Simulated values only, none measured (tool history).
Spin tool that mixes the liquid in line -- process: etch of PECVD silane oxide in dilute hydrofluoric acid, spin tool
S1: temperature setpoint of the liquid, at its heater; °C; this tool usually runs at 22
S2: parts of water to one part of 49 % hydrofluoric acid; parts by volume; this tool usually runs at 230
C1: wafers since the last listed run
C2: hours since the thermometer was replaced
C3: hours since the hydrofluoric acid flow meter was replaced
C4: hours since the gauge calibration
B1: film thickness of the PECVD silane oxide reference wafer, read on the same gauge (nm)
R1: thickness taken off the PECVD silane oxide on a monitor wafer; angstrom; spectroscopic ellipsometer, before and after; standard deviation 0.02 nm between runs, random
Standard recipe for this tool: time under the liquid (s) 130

run 1 day=0 | S1=22 S2=280 time_under_the_liquid_(s)=130 | C1=0 C2=1340.9 C3=1238.8 C4=48.8 | B1=150 | R1=66.7
run 2 day=0.283 | S1=22 S2=280 time_under_the_liquid_(s)=130 | C1=56 C2=1347.7 C3=1245.6 C4=55.6 | B1=149.97 | R1=66.8
run 3 day=0.579 | S1=22 S2=280 time_under_the_liquid_(s)=130 | C1=58 C2=1354.8 C3=1252.7 C4=62.7 | B1=149.97 | R1=66.5
run 4 day=1.112 | S1=22 S2=230 time_under_the_liquid_(s)=130 | C1=105 C2=1367.6 C3=1265.5 C4=75.5 | B1=149.99 | R1=85.7
run 5 day=1.467 | S1=22 S2=230 time_under_the_liquid_(s)=130 | C1=70 C2=1376.1 C3=1274 C4=84 | B1=149.98 | R1=85.5
run 6 day=1.767 | S1=22 S2=165 time_under_the_liquid_(s)=130 | C1=59 C2=1383.3 C3=1281.2 C4=91.2 | B1=149.98 | R1=129.3
run 7 day=2.175 | S1=22 S2=165 time_under_the_liquid_(s)=130 | C1=81 C2=1393.1 C3=1291 C4=101 | B1=150.01 | R1=128.3
run 8 day=4.021 | S1=26.5 S2=280 time_under_the_liquid_(s)=130 | C1=366 C2=1437.4 C3=1335.3 C4=145.3 | B1=149.99 | R1=77.1
-- day=4.075 thermometer replaced
run 9 day=4.625 | S1=22 S2=230 time_under_the_liquid_(s)=210 | C1=111 C2=13.2 C3=1349.8 C4=159.8 | B1=150.02 | R1=126.3
-- day=4.696 hydrofluoric acid flow meter replaced
-- day=4.875 gauge calibrated
run 10 day=4.958 | S1=27 S2=230 time_under_the_liquid_(s)=190 | C1=57 C2=21.2 C3=6.3 C4=2 | B1=150.02 | R1=154.1
run 11 day=5.408 | S1=20 S2=325 time_under_the_liquid_(s)=65 | C1=89 C2=32 C3=17.1 C4=12.8 | B1=150.02 | R1=26.3
run 12 day=6.092 | S1=27 S2=130 time_under_the_liquid_(s)=130 | C1=135 C2=48.4 C3=33.5 C4=29.2 | B1=150 | R1=209.4
run 13 day=6.354 | S1=22 S2=230 time_under_the_liquid_(s)=130 | C1=52 C2=54.7 C3=39.8 C4=35.5 | B1=149.99 | R1=87.8
run 14 day=6.925 | S1=22 S2=150 time_under_the_liquid_(s)=130 | C1=113 C2=68.4 C3=53.5 C4=49.2 | B1=150 | R1=146.2

Predict each of these 5 candidate next runs independently; none follows another, all start after run 14:
run A day=6.946 | S1=22 S2=230 time_under_the_liquid_(s)=130 | C1=4 C2=68.9 C3=54 C4=49.7 | B1=? | R1=?
run B day=6.946 | S1=17.5 S2=120 time_under_the_liquid_(s)=165 | C1=4 C2=68.9 C3=54 C4=49.7 | B1=? | R1=?
run C day=6.946 | S1=20.5 S2=135 time_under_the_liquid_(s)=130 | C1=4 C2=68.9 C3=54 C4=49.7 | B1=? | R1=?
run D day=6.946 | S1=18.5 S2=335 time_under_the_liquid_(s)=175 | C1=4 C2=68.9 C3=54 C4=49.7 | B1=? | R1=?
run E day=6.946 | S1=25.5 S2=230 time_under_the_liquid_(s)=130 | C1=4 C2=68.9 C3=54 C4=49.7 | B1=? | R1=?

run=A B1=149.99 R1=87.6
run=B B1=149.99 R1=200.2
run=C B1=149.99 R1=155.8
run=D B1=149.99 R1=64.5
run=E B1=149.99 R1=99.4
Take away the tool's hidden state, keep each run's random variation, and the runs would have read:
run=A R1=90
run=B R1=204.9
run=C R1=159.7
run=D R1=66.5
run=E R1=102.2

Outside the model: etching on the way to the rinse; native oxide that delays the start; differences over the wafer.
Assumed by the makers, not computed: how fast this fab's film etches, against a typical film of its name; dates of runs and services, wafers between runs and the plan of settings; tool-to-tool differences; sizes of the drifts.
